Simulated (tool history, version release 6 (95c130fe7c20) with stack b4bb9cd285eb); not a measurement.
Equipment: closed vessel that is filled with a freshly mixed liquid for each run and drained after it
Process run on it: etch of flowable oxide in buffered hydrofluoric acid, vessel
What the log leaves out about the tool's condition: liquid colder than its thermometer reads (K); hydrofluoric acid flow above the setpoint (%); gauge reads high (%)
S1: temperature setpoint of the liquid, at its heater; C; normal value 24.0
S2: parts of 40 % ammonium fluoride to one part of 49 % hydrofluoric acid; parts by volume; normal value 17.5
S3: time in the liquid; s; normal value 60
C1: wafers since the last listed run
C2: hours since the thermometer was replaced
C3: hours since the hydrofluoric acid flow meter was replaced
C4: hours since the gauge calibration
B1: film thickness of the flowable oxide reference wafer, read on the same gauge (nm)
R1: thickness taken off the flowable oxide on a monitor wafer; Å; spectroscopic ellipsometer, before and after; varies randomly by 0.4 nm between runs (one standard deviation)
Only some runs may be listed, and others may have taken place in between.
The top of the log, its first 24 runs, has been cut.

run,hour,S1,S2,S3,C1,C2,C3,C4,B1,R1
25,2234.6,21.0,12.0,70,7820,1622.5,414.1,590.3,79.99,1722.7
26,2282.8,20.0,17.5,35,5510,1670.7,462.3,638.5,80.00,563.1
# hour 2360.8: hydrofluoric acid flow meter replaced
27,2369.8,28.5,17.5,60,9832,1757.7,9.0,725.5,79.99,1534.7
28,2447.7,24.0,17.5,60,8906,1835.6,86.9,803.4,80.01,1201.3
29,2489.9,22.5,24.5,35,4824,1877.8,129.1,845.6,80.01,492.0
30,2586.9,20.0,23.0,60,11090,1974.8,226.1,942.6,79.99,767.5
31,2659.6,26.0,20.5,40,8311,2047.5,298.8,1015.3,79.99,761.2
32,2697.7,24.0,13.0,30,4356,2085.6,336.9,1053.4,80.00,800.1
33,2794.0,20.5,19.5,30,11010,2181.9,433.2,1149.7,80.01,441.1

Each row is a separate what-if for the run after 33, all from the same tool condition, not one after another. Results?
A,2794.7,20.0,17.5,60,80,2182.6,433.9,1150.4,?,?
B,2794.7,24.0,11.5,60,80,2182.6,433.9,1150.4,?,?
C,2794.7,20.0,21.0,75,80,2182.6,433.9,1150.4,?,?
D,2794.7,20.0,22.0,60,80,2182.6,433.9,1150.4,?,?

run,B1,R1
A,80.03,950.8
B,80.03,1793.6
C,80.03,1007.1
D,80.03,780.2
Stripped of hidden state, with their random variation kept, the same runs would have yielded:
run,R1
A,992.3
B,1869.7
C,1051.2
D,814.4

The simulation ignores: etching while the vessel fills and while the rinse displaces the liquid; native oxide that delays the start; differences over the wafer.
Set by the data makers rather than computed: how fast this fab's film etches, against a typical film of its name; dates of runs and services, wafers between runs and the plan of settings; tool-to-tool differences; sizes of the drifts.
